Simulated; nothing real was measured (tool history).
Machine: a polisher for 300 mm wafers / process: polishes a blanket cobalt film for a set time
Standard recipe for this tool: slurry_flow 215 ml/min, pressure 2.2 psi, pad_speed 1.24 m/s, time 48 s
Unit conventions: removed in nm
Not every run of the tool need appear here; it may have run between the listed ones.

run,hour,slurry_flow,pressure,pad_speed,time,"incoming thickness of the incoming film, nm",removed
1,0,180,2.2,1.48,48,1153.2,435.7
2,12.4,215,2.2,0.98,48,1140.5,282.4
3,28.9,215,2.2,1.24,48,1153.8,355.5
4,37.5,215,2.2,1.24,48,1140.4,358
# hour 51.6: worn pad replaced by a new one
5,52.1,215,2.2,1.34,57,1129.8,477
6,59.7,215,2.2,1.34,57,1146.4,465.5
7,69.4,215,2.2,1.34,57,1144.9,465.6
8,83.6,215,2.2,1.24,48,1161.5,352.3
9,98,240,3,0.86,43,1136.7,281.6
# hour 111: worn pad replaced by a new one
10,111.7,215,2.2,1.24,48,1154.9,372.6
11,129.4,165,2.5,0.86,48,1140.6,271.6
12,140.7,250,2.2,1.24,48,1155.6,365.5
13,156.1,180,2.8,1.24,43,1168,382
# hour 169.2: head pressure recalibrated
14,169.7,145,2.2,1.04,63,1152.4,381.1
# hour 174.5: slurry nozzle cleaned
# hour 177.2: worn pad replaced by a new one
15,177.7,215,2.2,0.98,60,1150.6,367.1
16,191.4,215,2.2,1.24,48,1152.5,368.2
17,232.1,235,2.9,1.24,48,1133.2,444.8

Alternative continuations, all from the tool just after run 17; predict every row:
A,232.5,215,2.2,1.24,54,1151.4,?
B,232.5,215,1.8,1.24,48,1151.4,?
C,232.5,185,2.2,0.88,48,1151.4,?
D,232.5,185,2.2,0.84,48,1151.4,?
E,232.5,250,2.2,0.88,39,1151.4,?

run,removed
A,396
B,302.4
C,246.8
D,235.5
E,205.4
Had the tool no hidden state, the same runs would have come out as:
run,removed
A,418.7
B,319.8
C,260.9
D,249.1
E,217.2

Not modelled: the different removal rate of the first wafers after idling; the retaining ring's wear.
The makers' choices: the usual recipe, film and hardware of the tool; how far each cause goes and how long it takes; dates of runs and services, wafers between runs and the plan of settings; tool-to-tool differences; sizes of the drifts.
